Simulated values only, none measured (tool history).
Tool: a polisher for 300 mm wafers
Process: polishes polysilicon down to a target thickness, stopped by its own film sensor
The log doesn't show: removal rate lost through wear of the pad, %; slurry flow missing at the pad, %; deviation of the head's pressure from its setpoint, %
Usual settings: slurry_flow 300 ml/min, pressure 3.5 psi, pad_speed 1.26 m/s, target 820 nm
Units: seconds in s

| run | day | slurry_flow | pressure | pad_speed | target | wafers since the last listed run | wafers polished on this pad | hours since the slurry nozzle was cleaned | hours since the head pressure was calibrated | incoming thickness of the incoming film, nm | seconds |
|---|---|---|---|---|---|---|---|---|---|---|---|
| 1 | 0.000 | 300 | 3.5 | 1.26 | 820 | 0 | 491 | 5.1 | 189.7 | 1545.9 | 45.7 |
| 2 | 1.825 | 300 | 3.5 | 1.26 | 820 | 359 | 851 | 48.9 | 233.5 | 1551.8 | 45.6 |
| 3 | 2.538 | 300 | 3.5 | 1.26 | 820 | 140 | 991 | 66.0 | 250.6 | 1562.3 | 45.8 |
| 4 | 3.571 | 300 | 3.5 | 1.26 | 820 | 203 | 1195 | 90.8 | 275.4 | 1532.8 | 44.7 |
|  | 3.779 | worn pad replaced by a new one |
| 5 | 4.462 | 300 | 3.5 | 1.26 | 820 | 142 | 134 | 112.2 | 296.8 | 1574.6 | 48.6 |
| 6 | 5.162 | 300 | 3.5 | 1.54 | 820 | 137 | 272 | 129.0 | 313.6 | 1546.6 | 36.5 |
| 7 | 6.179 | 300 | 3.5 | 1.54 | 820 | 200 | 472 | 153.4 | 338.0 | 1569.9 | 38.9 |
| 8 | 7.546 | 300 | 3.5 | 1.26 | 820 | 269 | 741 | 186.2 | 370.8 | 1535.6 | 44.6 |
| 9 | 8.117 | 300 | 3.5 | 1.26 | 820 | 112 | 854 | 199.9 | 384.5 | 1572.0 | 47.4 |
| 10 | 9.217 | 240 | 3.5 | 1.26 | 953 | 216 | 1070 | 226.3 | 410.9 | 1572.1 | 39.3 |
| 11 | 9.796 | 240 | 3.5 | 1.26 | 953 | 114 | 1184 | 240.2 | 424.8 | 1579.1 | 40.3 |
| 12 | 10.388 | 240 | 3.5 | 1.26 | 953 | 116 | 1301 | 254.4 | 439.0 | 1570.1 | 39.1 |
| 13 | 11.254 | 300 | 3.5 | 1.26 | 886 | 170 | 1472 | 275.2 | 459.8 | 1577.8 | 43.4 |
|  | 11.488 | worn pad replaced by a new one |
|  | 11.925 | slurry nozzle cleaned |
| 14 | 12.188 | 300 | 3.5 | 1.26 | 886 | 142 | 129 | 6.3 | 482.2 | 1571.8 | 42.2 |
| 15 | 12.796 | 300 | 3.5 | 1.26 | 886 | 119 | 249 | 20.9 | 496.8 | 1578.8 | 42.9 |
| 16 | 14.296 | 300 | 3.5 | 1.36 | 820 | 295 | 545 | 56.9 | 532.8 | 1538.1 | 41.5 |
| 17 | 14.838 | 300 | 3.5 | 1.36 | 820 | 106 | 651 | 69.9 | 545.8 | 1549.8 | 41.6 |
| 18 | 15.346 | 300 | 4.6 | 1.42 | 724 | 100 | 751 | 82.1 | 558.0 | 1585.3 | 37.6 |
| 19 | 15.988 | 300 | 3.5 | 1.26 | 820 | 126 | 878 | 97.5 | 573.4 | 1558.3 | 45.7 |
| 20 | 17.462 | 300 | 4.0 | 1.26 | 984 | 290 | 1168 | 132.9 | 608.8 | 1567.3 | 31.5 |
|  | 17.975 | worn pad replaced by a new one |
| 21 | 18.646 | 240 | 3.5 | 1.26 | 953 | 200 | 132 | 161.3 | 637.2 | 1548.0 | 39.1 |
| 22 | 21.742 | 365 | 3.5 | 1.44 | 820 | 609 | 741 | 235.6 | 711.5 | 1575.6 | 40.6 |
| 23 | 22.275 | 300 | 3.9 | 1.70 | 820 | 105 | 847 | 248.4 | 724.3 | 1557.2 | 31.2 |
| 24 | 22.921 | 240 | 2.5 | 1.62 | 940 | 127 | 974 | 263.9 | 739.8 | 1577.0 | 43.5 |
|  | 23.425 | head pressure recalibrated |
|  | 24.246 | slurry nozzle cleaned |
|  | 24.325 | worn pad replaced by a new one |
| 25 | 24.346 | 255 | 3.5 | 0.86 | 820 | 240 | 4 | 2.4 | 22.1 | 1582.1 | 69.7 |
| 26 | 25.579 | 395 | 3.5 | 1.26 | 687 | 242 | 247 | 32.0 | 51.7 | 1532.9 | 52.5 |
| 27 | 26.483 | 300 | 4.4 | 1.26 | 820 | 178 | 425 | 53.7 | 73.4 | 1532.4 | 36.3 |
| 28 | 27.367 | 395 | 3.5 | 1.50 | 733 | 174 | 599 | 74.9 | 94.6 | 1564.0 | 42.4 |
| 29 | 27.871 | 345 | 2.4 | 1.66 | 642 | 99 | 698 | 87.0 | 106.7 | 1542.8 | 59.8 |
| 30 | 28.521 | 255 | 3.5 | 0.86 | 820 | 128 | 826 | 102.6 | 122.3 | 1554.1 | 68.1 |
| 31 | 29.254 | 300 | 3.5 | 1.26 | 820 | 144 | 971 | 120.2 | 139.9 | 1538.5 | 44.5 |
| 32 | 30.308 | 205 | 3.5 | 0.98 | 1068 | 207 | 1178 | 145.5 | 165.2 | 1570.6 | 42.2 |
|  | 31.512 | worn pad replaced by a new one |
| 33 | 31.533 | 255 | 3.5 | 0.86 | 820 | 208 | 3 | 174.9 | 194.6 | 1546.0 | 68.4 |
| 34 | 32.900 | 365 | 4.2 | 1.64 | 730 | 269 | 272 | 207.7 | 227.4 | 1548.4 | 32.5 |
| 35 | 34.204 | 215 | 2.7 | 1.26 | 820 | 256 | 529 | 239.0 | 258.7 | 1557.1 | 61.6 |

Forecast each of these 4 alternatives for the next run:
| A | 34.221 | 300 | 3.5 | 1.26 | 820 | 3 | 533 | 239.4 | 259.1 | 1561.1 | ? |
| B | 34.221 | 355 | 3.5 | 1.42 | 910 | 3 | 533 | 239.4 | 259.1 | 1561.1 | ? |
| C | 34.221 | 300 | 2.4 | 1.48 | 820 | 3 | 533 | 239.4 | 259.1 | 1561.1 | ? |
| D | 34.221 | 210 | 4.2 | 1.26 | 820 | 3 | 533 | 239.4 | 259.1 | 1561.1 | ? |

| run | seconds |
|---|---|
| A | 47.2 |
| B | 36.2 |
| C | 56.8 |
| D | 41.5 |
Without the tool's hidden state the same runs would have given:
| run | seconds |
|---|---|
| A | 47.2 |
| B | 36.2 |
| C | 56.8 |
| D | 41.5 |
